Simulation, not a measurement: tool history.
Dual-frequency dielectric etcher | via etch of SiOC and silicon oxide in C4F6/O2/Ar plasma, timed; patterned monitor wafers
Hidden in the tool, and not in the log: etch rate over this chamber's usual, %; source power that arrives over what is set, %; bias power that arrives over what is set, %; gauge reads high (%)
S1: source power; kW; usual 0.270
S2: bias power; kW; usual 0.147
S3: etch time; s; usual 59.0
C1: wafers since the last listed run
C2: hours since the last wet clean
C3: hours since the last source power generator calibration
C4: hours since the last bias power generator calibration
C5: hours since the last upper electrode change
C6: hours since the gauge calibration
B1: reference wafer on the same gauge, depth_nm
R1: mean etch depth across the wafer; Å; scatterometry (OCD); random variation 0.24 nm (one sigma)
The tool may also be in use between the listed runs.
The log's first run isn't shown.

run   hour     S1     S2    S3    C1     C2      C3      C4      C5      C6    B1   R1
  2   49.6  0.270  0.147  49.5   759  143.2  2900.5  3196.0  5191.4  1321.0  56.2  463
  3  117.3  0.270  0.147  49.5  1037  210.9  2968.2  3263.7  5259.1  1388.7  56.2  464
  4  159.6  0.270  0.147  59.0   647  253.2  3010.5  3306.0  5301.4  1431.0  56.2  551
  5  201.3  0.270  0.147  59.0   638  294.9  3052.2  3347.7  5343.1  1472.7  56.2  557
  6  269.5  0.270  0.147  59.0  1044  363.1  3120.4  3415.9  5411.3  1540.9  56.2  552
  7  313.9  0.250  0.147  68.5   680  407.5  3164.8  3460.3  5455.7  1585.3  56.2  619
     381.0  -- wet clean of the chamber
  8  404.6  0.250  0.147  68.5  1021   23.6  3255.5  3551.0  5546.4  1676.0  56.2  620
  9  460.7  0.250  0.147  68.5   859   79.7  3311.6  3607.1  5602.5  1732.1  56.2  617
 10  506.8  0.270  0.118  59.0   706  125.8  3357.7  3653.2  5648.6  1778.2  56.2  509
     556.4  -- source power generator calibrated
 11  564.2  0.270  0.147  59.0   817  183.2     7.8  3710.6  5706.0  1835.6  56.2  565
 12  658.6  0.270  0.147  59.0  1446  277.6   102.2  3805.0  5800.4  1930.0  56.2  561
     728.0  -- upper electrode replaced
 13  728.9  0.270  0.147  59.0   709  347.9   172.5  3875.3     0.9  2000.3  56.2  560
 14  809.6  0.230  0.180  66.5  1236  428.6   253.2  3956.0    81.6  2081.0  56.2  637
     850.3  -- wet clean of the chamber
 15  850.8  0.200  0.147  59.0   263    0.5   294.4  3997.2   122.8  2122.2  56.1  503
 16  910.8  0.200  0.127  59.0   919   60.5   354.4  4057.2   182.8  2182.2  56.2  475

The next listed run, before its measurement:
      994.1  -- bias power generator calibrated
 17  1179.9  0.310  0.136  69.0  4060  329.6  623.5  185.8  451.9  2451.3   ?   ?

Run 17 gave B1 56.2, R1 669 Å.
Without the tool's hidden state the same run would have given R1 675 Å.
